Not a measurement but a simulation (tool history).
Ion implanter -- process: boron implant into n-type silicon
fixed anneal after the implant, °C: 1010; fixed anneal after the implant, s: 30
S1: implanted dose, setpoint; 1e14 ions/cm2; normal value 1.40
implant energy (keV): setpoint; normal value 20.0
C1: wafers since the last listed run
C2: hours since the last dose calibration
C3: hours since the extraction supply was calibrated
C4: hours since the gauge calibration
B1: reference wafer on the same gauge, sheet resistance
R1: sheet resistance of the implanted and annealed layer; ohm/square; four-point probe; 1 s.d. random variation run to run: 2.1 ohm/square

Run 1, hour 0.0: usual settings; C1 0; C2 513.5; C3 1680.5; C4 976.2; B1 605.00. Result: R1 537.03 ohm/square.
Run 2, hour 40.7: usual settings; C1 977; C2 554.2; C3 1721.2; C4 1016.9; B1 604.95. Result: R1 535.59 ohm/square.
Run 3, hour 122.6: usual settings but implant energy (keV) 15.0; C1 1966; C2 636.1; C3 1803.1; C4 1098.8; B1 604.75. Result: R1 557.19 ohm/square.
Run 4, hour 182.5: usual settings; C1 1438; C2 696.0; C3 1863.0; C4 1158.7; B1 604.74. Result: R1 531.51 ohm/square.
Run 5, hour 231.4: usual settings; C1 1174; C2 744.9; C3 1911.9; C4 1207.6; B1 605.23. Result: R1 535.48 ohm/square.
At hour 470.1: Faraday cup replaced and dose calibrated.
Run 6, hour 489.2: usual settings; C1 5997; C2 19.1; C3 2169.7; C4 1465.4; B1 605.07. Result: R1 530.65 ohm/square.
Run 7, hour 574.9: usual settings; C1 2057; C2 104.8; C3 2255.4; C4 1551.1; B1 604.65. Result: R1 532.95 ohm/square.
At hour 621.7: extraction supply calibrated.
Run 8, hour 627.8: usual settings; C1 1077; C2 157.7; C3 6.1; C4 1604.0; B1 604.91. Result: R1 536.65 ohm/square.
Run 9, hour 671.0: usual settings; C1 1037; C2 200.9; C3 49.3; C4 1647.2; B1 605.49. Result: R1 534.77 ohm/square.
Run 10, hour 745.4: usual settings; C1 1786; C2 275.3; C3 123.7; C4 1721.6; B1 604.75. Result: R1 530.57 ohm/square.
Run 11, hour 798.9: usual settings; C1 1284; C2 328.8; C3 177.2; C4 1775.1; B1 604.73. Result: R1 533.98 ohm/square.
Run 12, hour 887.9: usual settings; C1 2136; C2 417.8; C3 266.2; C4 1864.1; B1 605.27. Result: R1 530.84 ohm/square.
At hour 920.1: gauge calibrated.
Run 13, hour 986.6: usual settings but S1 0.99 1e14 ions/cm2; C1 2369; C2 516.5; C3 364.9; C4 66.5; B1 604.85. Result: R1 697.98 ohm/square.
Run 14, hour 1069.9: usual settings; C1 1999; C2 599.8; C3 448.2; C4 149.8; B1 604.77. Result: R1 534.51 ohm/square.
Run 15, hour 1163.2: usual settings but S1 1.61 1e14 ions/cm2, implant energy (keV) 13.5; C1 2240; C2 693.1; C3 541.5; C4 243.1; B1 604.96. Result: R1 501.73 ohm/square.
Run 16, hour 1225.6: usual settings but implant energy (keV) 14.5; C1 1498; C2 755.5; C3 603.9; C4 305.5; B1 604.81. Result: R1 555.37 ohm/square.
Run 17, hour 1310.6: usual settings but implant energy (keV) 16.5; C1 2040; C2 840.5; C3 688.9; C4 390.5; B1 604.86. Result: R1 551.22 ohm/square.
Run 18, hour 1383.5: usual settings but S1 1.61 1e14 ions/cm2, implant energy (keV) 26.0; C1 1750; C2 913.4; C3 761.8; C4 463.4; B1 604.71. Result: R1 459.27 ohm/square.

The next listed run, before its measurement:
At hour 1423.8: Faraday cup replaced and dose calibrated.
Run 19, hour 1473.6: usual settings but S1 1.56 1e14 ions/cm2; C1 1971; C2 49.8; C3 851.9; C4 553.5; B1 ?. Result: R1 ?.

Run 19 yielded B1 604.97, R1 488.95 ohm/square.
On a tool with no hidden condition, and with the same random variation, this run would have come out at R1 488.95 ohm/square.
